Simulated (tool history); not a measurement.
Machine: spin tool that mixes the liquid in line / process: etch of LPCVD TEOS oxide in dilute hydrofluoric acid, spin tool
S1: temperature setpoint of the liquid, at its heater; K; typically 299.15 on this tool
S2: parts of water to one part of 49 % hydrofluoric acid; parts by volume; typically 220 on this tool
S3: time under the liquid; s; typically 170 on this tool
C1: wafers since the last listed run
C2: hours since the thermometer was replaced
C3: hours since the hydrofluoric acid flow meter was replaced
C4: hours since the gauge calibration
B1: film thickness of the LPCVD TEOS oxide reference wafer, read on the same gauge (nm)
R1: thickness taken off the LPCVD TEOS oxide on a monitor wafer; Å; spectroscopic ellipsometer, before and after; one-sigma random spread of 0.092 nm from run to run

{"run": 1, "day": 0.0, "S1": 299.15, "S2": 220, "S3": 170, "C1": 0, "C2": 2438.3, "C3": 341.4, "C4": 190.1, "B1": 109.98, "R1": 143.4}
{"run": 2, "day": 1.775, "S1": 299.15, "S2": 220, "S3": 170, "C1": 408, "C2": 2480.9, "C3": 384, "C4": 232.7, "B1": 109.97, "R1": 143.1}
{"run": 3, "day": 5.646, "S1": 299.15, "S2": 220, "S3": 170, "C1": 891, "C2": 2573.8, "C3": 476.9, "C4": 325.6, "B1": 110.01, "R1": 141.4}
{"run": 4, "day": 9.654, "S1": 299.15, "S2": 280, "S3": 170, "C1": 923, "C2": 2670, "C3": 573.1, "C4": 421.8, "B1": 110.04, "R1": 104.3}
{"run": 5, "day": 13.108, "S1": 299.15, "S2": 280, "S3": 170, "C1": 795, "C2": 2752.9, "C3": 656, "C4": 504.7, "B1": 109.98, "R1": 103.3}
{"run": 6, "day": 14.854, "S1": 299.15, "S2": 220, "S3": 170, "C1": 402, "C2": 2794.8, "C3": 697.9, "C4": 546.6, "B1": 109.94, "R1": 138.9}
{"run": 7, "day": 16.638, "S1": 299.15, "S2": 220, "S3": 170, "C1": 410, "C2": 2837.6, "C3": 740.7, "C4": 589.4, "B1": 109.99, "R1": 139.6}
{"run": 8, "day": 18.546, "S1": 299.15, "S2": 220, "S3": 170, "C1": 439, "C2": 2883.4, "C3": 786.5, "C4": 635.2, "B1": 109.99, "R1": 137.6}
{"run": 9, "day": 22.329, "S1": 299.15, "S2": 220, "S3": 170, "C1": 871, "C2": 2974.2, "C3": 877.3, "C4": 726, "B1": 110.01, "R1": 139.1}
{"run": 10, "day": 25.904, "S1": 299.15, "S2": 220, "S3": 170, "C1": 823, "C2": 3060, "C3": 963.1, "C4": 811.8, "B1": 109.95, "R1": 136.1}
{"run": 11, "day": 27.808, "S1": 299.15, "S2": 220, "S3": 170, "C1": 438, "C2": 3105.7, "C3": 1008.8, "C4": 857.5, "B1": 110.03, "R1": 137.2}
{"day": 30.388, "done": "thermometer replaced"}
{"run": 12, "day": 32.012, "S1": 299.15, "S2": 220, "S3": 170, "C1": 958, "C2": 39, "C3": 1109.7, "C4": 958.4, "B1": 109.98, "R1": 135.6}
{"run": 13, "day": 36.088, "S1": 299.15, "S2": 220, "S3": 170, "C1": 938, "C2": 136.8, "C3": 1207.5, "C4": 1056.2, "B1": 110.06, "R1": 134.8}
{"run": 14, "day": 39.542, "S1": 301.65, "S2": 300, "S3": 95, "C1": 795, "C2": 219.7, "C3": 1290.4, "C4": 1139.1, "B1": 109.99, "R1": 55.7}
{"run": 15, "day": 41.554, "S1": 296.65, "S2": 275, "S3": 170, "C1": 463, "C2": 268, "C3": 1338.7, "C4": 1187.4, "B1": 109.99, "R1": 94.3}
{"day": 41.633, "done": "gauge calibrated"}
{"run": 16, "day": 43.825, "S1": 299.15, "S2": 220, "S3": 170, "C1": 522, "C2": 322.5, "C3": 1393.2, "C4": 52.6, "B1": 109.96, "R1": 135.2}
{"run": 17, "day": 45.604, "S1": 294.15, "S2": 160, "S3": 230, "C1": 409, "C2": 365.2, "C3": 1435.9, "C4": 95.3, "B1": 109.97, "R1": 221.6}
{"run": 18, "day": 48.05, "S1": 302.15, "S2": 220, "S3": 170, "C1": 563, "C2": 423.9, "C3": 1494.6, "C4": 154, "B1": 109.96, "R1": 148.5}
{"run": 19, "day": 50.625, "S1": 299.15, "S2": 220, "S3": 210, "C1": 593, "C2": 485.7, "C3": 1556.4, "C4": 215.8, "B1": 109.99, "R1": 164.6}
{"run": 20, "day": 53.879, "S1": 297.15, "S2": 265, "S3": 105, "C1": 749, "C2": 563.8, "C3": 1634.5, "C4": 293.9, "B1": 109.98, "R1": 60.1}
{"run": 21, "day": 56.717, "S1": 297.15, "S2": 255, "S3": 95, "C1": 653, "C2": 631.9, "C3": 1702.6, "C4": 362, "B1": 110.01, "R1": 57.1}
{"day": 57.612, "done": "hydrofluoric acid flow meter replaced"}
{"run": 22, "day": 66.496, "S1": 299.15, "S2": 220, "S3": 170, "C1": 2242, "C2": 866.6, "C3": 213.2, "C4": 596.7, "B1": 110.02, "R1": 144.1}
{"run": 23, "day": 68.725, "S1": 299.15, "S2": 220, "S3": 170, "C1": 513, "C2": 920.1, "C3": 266.7, "C4": 650.2, "B1": 110.03, "R1": 144.7}
{"run": 24, "day": 72.033, "S1": 297.65, "S2": 190, "S3": 265, "C1": 761, "C2": 999.5, "C3": 346.1, "C4": 729.6, "B1": 110.04, "R1": 256.8}
{"run": 25, "day": 76.475, "S1": 295.65, "S2": 135, "S3": 75, "C1": 1022, "C2": 1106.1, "C3": 452.7, "C4": 836.2, "B1": 110.01, "R1": 98.9}
{"run": 26, "day": 79.471, "S1": 302.65, "S2": 300, "S3": 215, "C1": 689, "C2": 1178, "C3": 524.6, "C4": 908.1, "B1": 110.03, "R1": 135.3}
{"run": 27, "day": 81.958, "S1": 299.15, "S2": 220, "S3": 170, "C1": 572, "C2": 1237.7, "C3": 584.3, "C4": 967.8, "B1": 109.97, "R1": 142.6}

Here are 4 independent what-if runs from the current tool condition. What would each one return?
{"run": "A", "day": 81.979, "S1": 299.15, "S2": 220, "S3": 110, "C1": 4, "C2": 1238.2, "C3": 584.8, "C4": 968.3, "B1": "?", "R1": "?"}
{"run": "B", "day": 81.979, "S1": 299.15, "S2": 185, "S3": 195, "C1": 4, "C2": 1238.2, "C3": 584.8, "C4": 968.3, "B1": "?", "R1": "?"}
{"run": "C", "day": 81.979, "S1": 300.65, "S2": 150, "S3": 170, "C1": 4, "C2": 1238.2, "C3": 584.8, "C4": 968.3, "B1": "?", "R1": "?"}
{"run": "D", "day": 81.979, "S1": 301.15, "S2": 220, "S3": 235, "C1": 4, "C2": 1238.2, "C3": 584.8, "C4": 968.3, "B1": "?", "R1": "?"}

run=A B1=110.03 R1=91.5
run=B B1=110.03 R1=200.8
run=C B1=110.03 R1=238
run=D B1=110.03 R1=209.7
What these runs would have given with no unlogged condition in the tool:
run=A R1=94.8
run=B R1=207.9
run=C R1=246.2
run=D R1=217.4
